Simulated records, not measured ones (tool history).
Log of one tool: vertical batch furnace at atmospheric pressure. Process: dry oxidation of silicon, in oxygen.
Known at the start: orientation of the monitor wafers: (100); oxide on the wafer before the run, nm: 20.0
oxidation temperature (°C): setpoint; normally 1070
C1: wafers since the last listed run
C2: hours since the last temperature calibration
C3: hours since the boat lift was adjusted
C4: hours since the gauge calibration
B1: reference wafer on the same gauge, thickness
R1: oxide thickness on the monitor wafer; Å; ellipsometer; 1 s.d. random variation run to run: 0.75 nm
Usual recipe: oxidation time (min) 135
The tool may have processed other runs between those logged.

{"run": 1, "hour": 0.0, "oxidation temperature (°C)": 1070, "oxidation time (min)": 170, "C1": 0, "C2": 1294.5, "C3": 1155, "C4": 1155.8, "B1": 121.28, "R1": 1615.7}
{"run": 2, "hour": 74.3, "oxidation temperature (°C)": 1070, "oxidation time (min)": 135, "C1": 716, "C2": 1368.8, "C3": 1229.3, "C4": 1230.1, "B1": 121.47, "R1": 1406.1}
{"run": 3, "hour": 127.1, "oxidation temperature (°C)": 1070, "oxidation time (min)": 135, "C1": 509, "C2": 1421.6, "C3": 1282.1, "C4": 1282.9, "B1": 121.63, "R1": 1417.1}
{"run": 4, "hour": 227.7, "oxidation temperature (°C)": 1070, "oxidation time (min)": 135, "C1": 969, "C2": 1522.2, "C3": 1382.7, "C4": 1383.5, "B1": 121.68, "R1": 1423.7}
{"run": 5, "hour": 305.8, "oxidation temperature (°C)": 1070, "oxidation time (min)": 135, "C1": 753, "C2": 1600.3, "C3": 1460.8, "C4": 1461.6, "B1": 121.8, "R1": 1403}
{"run": 6, "hour": 359.2, "oxidation temperature (°C)": 1070, "oxidation time (min)": 135, "C1": 514, "C2": 1653.7, "C3": 1514.2, "C4": 1515, "B1": 121.74, "R1": 1414.8}
{"run": 7, "hour": 447.7, "oxidation temperature (°C)": 1070, "oxidation time (min)": 87, "C1": 853, "C2": 1742.2, "C3": 1602.7, "C4": 1603.5, "B1": 121.97, "R1": 1092}
{"run": 8, "hour": 553.9, "oxidation temperature (°C)": 1070, "oxidation time (min)": 87, "C1": 1023, "C2": 1848.4, "C3": 1708.9, "C4": 1709.7, "B1": 122.12, "R1": 1080.4}
{"run": 9, "hour": 631.6, "oxidation temperature (°C)": 1070, "oxidation time (min)": 135, "C1": 749, "C2": 1926.1, "C3": 1786.6, "C4": 1787.4, "B1": 122.17, "R1": 1427.9}
{"run": 10, "hour": 698.7, "oxidation temperature (°C)": 1070, "oxidation time (min)": 135, "C1": 646, "C2": 1993.2, "C3": 1853.7, "C4": 1854.5, "B1": 122.31, "R1": 1434.5}
{"run": 11, "hour": 803.9, "oxidation temperature (°C)": 1070, "oxidation time (min)": 135, "C1": 1014, "C2": 2098.4, "C3": 1958.9, "C4": 1959.7, "B1": 122.5, "R1": 1438}
{"run": 12, "hour": 890.3, "oxidation temperature (°C)": 1070, "oxidation time (min)": 135, "C1": 833, "C2": 2184.8, "C3": 2045.3, "C4": 2046.1, "B1": 122.41, "R1": 1434.3}
{"run": 13, "hour": 980.1, "oxidation temperature (°C)": 1070, "oxidation time (min)": 109, "C1": 865, "C2": 2274.6, "C3": 2135.1, "C4": 2135.9, "B1": 122.45, "R1": 1253.1}
{"run": 14, "hour": 1083.5, "oxidation temperature (°C)": 1070, "oxidation time (min)": 109, "C1": 996, "C2": 2378, "C3": 2238.5, "C4": 2239.3, "B1": 122.39, "R1": 1252.5}
{"run": 15, "hour": 1176.1, "oxidation temperature (°C)": 1070, "oxidation time (min)": 109, "C1": 892, "C2": 2470.6, "C3": 2331.1, "C4": 2331.9, "B1": 122.55, "R1": 1246.4}
{"hour": 1236.8, "done": "thermocouples replaced and temperature profile calibrated"}
{"run": 16, "hour": 1237.3, "oxidation temperature (°C)": 1070, "oxidation time (min)": 135, "C1": 358, "C2": 0.5, "C3": 2392.3, "C4": 2393.1, "B1": 122.57, "R1": 1429.8}
{"run": 17, "hour": 1307.9, "oxidation temperature (°C)": 1070, "oxidation time (min)": 109, "C1": 680, "C2": 71.1, "C3": 2462.9, "C4": 2463.7, "B1": 122.58, "R1": 1258}

Run 18 comes next. What will it give?
{"run": 18, "hour": 1408.7, "oxidation temperature (°C)": 1070, "oxidation time (min)": 202.5, "C1": 971, "C2": 171.9, "C3": 2563.7, "C4": 2564.5, "B1": "?", "R1": "?"}

B1: 122.73
R1: 1826 Å
Take away the tool's hidden state, keep the run-to-run variation as it was, and the same run would have given R1 1756.5 Å.

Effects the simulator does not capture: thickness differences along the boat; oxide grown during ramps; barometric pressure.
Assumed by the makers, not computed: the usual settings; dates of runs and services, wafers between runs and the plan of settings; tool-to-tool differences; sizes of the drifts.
